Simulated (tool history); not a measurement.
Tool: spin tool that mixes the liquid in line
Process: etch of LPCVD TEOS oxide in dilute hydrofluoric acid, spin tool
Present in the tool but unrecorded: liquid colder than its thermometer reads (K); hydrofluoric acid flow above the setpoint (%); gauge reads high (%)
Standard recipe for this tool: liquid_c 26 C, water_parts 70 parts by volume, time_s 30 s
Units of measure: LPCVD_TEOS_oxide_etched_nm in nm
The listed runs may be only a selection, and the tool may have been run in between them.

run   hour  liquid_c  water_parts  time_s  wafers since the last listed run  hours since the thermometer was replaced  hours since the hydrofluoric acid flow meter was replaced  hours since the gauge calibration  read-back film thickness of the LPCVD TEOS oxide reference wafer, read on the same gauge (nm)  LPCVD_TEOS_oxide_etched_nm
  1      0        26           70      30                                 0                                      1610                                                      385.1                               31.2                                                                                          89.98                       25.56
  2    7.8      27.5           70      30                                88                                    1617.8                                                      392.9                                 39                                                                                          89.99                       27.03
  3   22.9        26           70      45                               171                                    1632.9                                                        408                               54.1                                                                                          89.99                       38.54
  4   38.1        26           70      45                               173                                    1648.1                                                      423.2                               69.3                                                                                             90                       38.25
  5   47.9        26           70      45                               111                                    1657.9                                                        433                               79.1                                                                                          90.01                       38.33
  6   57.3        26           70      30                               107                                    1667.3                                                      442.4                               88.5                                                                                          90.01                       25.63
  7   64.4        26           70      30                                80                                    1674.4                                                      449.5                               95.6                                                                                             90                       25.57
  8   78.1        26           70      30                               155                                    1688.1                                                      463.2                              109.3                                                                                          89.99                       25.55
  9     94        25           70      30                               181                                      1704                                                      479.1                              125.2                                                                                             90                       24.46
 10  111.8        25           70      30                               202                                    1721.8                                                      496.9                                143                                                                                          90.03                       24.39
 11    119        25           70      30                                81                                      1729                                                      504.1                              150.2                                                                                             90                       24.49
 12  133.4        26           85      15                               163                                    1743.4                                                      518.5                              164.6                                                                                             90                        10.3
 13  142.2        26           85      15                               100                                    1752.2                                                      527.3                              173.4                                                                                          89.98                       10.32
 14  181.5        26           85      15                               447                                    1791.5                                                      566.6                              212.7                                                                                          90.02                       10.36
 15  189.1        26           70      20                                86                                    1799.1                                                      574.2                              220.3                                                                                          90.01                       17.07
 16  201.5        26           70      30                               141                                    1811.5                                                      586.6                              232.7                                                                                          89.99                       25.53
     223.2  -- thermometer replaced
 17  235.3        26           45      40                               373                                      12.1                                                      620.4                              266.5                                                                                          89.99                       54.83
     253.3  -- gauge calibrated
     269.6  -- hydrofluoric acid flow meter replaced
 18  282.6        26           70      30                               527                                      59.4                                                         13                               29.3                                                                                          90.01                       25.49
 19  298.7        30           70      30                               183                                      75.5                                                       29.1                               45.4                                                                                          90.01                       29.78
 20    312        26           70      40                               151                                      88.8                                                       42.4                               58.7                                                                                          89.99                       34.04
 21  326.2        26           70      30                               161                                       103                                                       56.6                               72.9                                                                                          90.01                       25.65
 22  341.5        24           95      40                               174                                     118.3                                                       71.9                               88.2                                                                                          90.01                       22.38
 23  354.5        31           40      25                               148                                     131.3                                                       84.9                              101.2                                                                                          90.01                       47.27
 24    370        26           70      15                               176                                     146.8                                                      100.4                              116.7                                                                                             90                        12.7
 25  382.9        28           40      35                               146                                     159.7                                                      113.3                              129.6                                                                                             90                       59.05
 26  394.2        26           60      30                               128                                       171                                                      124.6                              140.9                                                                                          90.02                        30.1
 27  402.6      22.5           45      15                                95                                     179.4                                                        133                              149.3                                                                                             90                       17.82
 28  410.6        26           35      15                                91                                     187.4                                                        141                              157.3                                                                                          90.02                       26.84
 29  427.8        26           90      30                               195                                     204.6                                                      158.2                              174.5                                                                                             90                       19.34
 30  435.6        30          105      25                                88                                     212.4                                                        166                              182.3                                                                                          90.02                       15.84
 31  451.9      30.5           55      40                               185                                     228.7                                                      182.3                              198.6                                                                                          90.01                       53.17
 32    466        26           70      30                               160                                     242.8                                                      196.4                              212.7                                                                                          90.01                       25.61

The next listed run, before its measurement:
 33  475.3        26           70      30                               105                                     252.1                                                      205.7                                222                                                                                              ?                           ?

For run 33 the tool returned read-back film thickness of the LPCVD TEOS oxide reference wafer, read on the same gauge (nm) 90, LPCVD_TEOS_oxide_etched_nm 25.55 nm.
Had the tool carried no hidden state, the very same run would have given LPCVD_TEOS_oxide_etched_nm 25.55 nm.
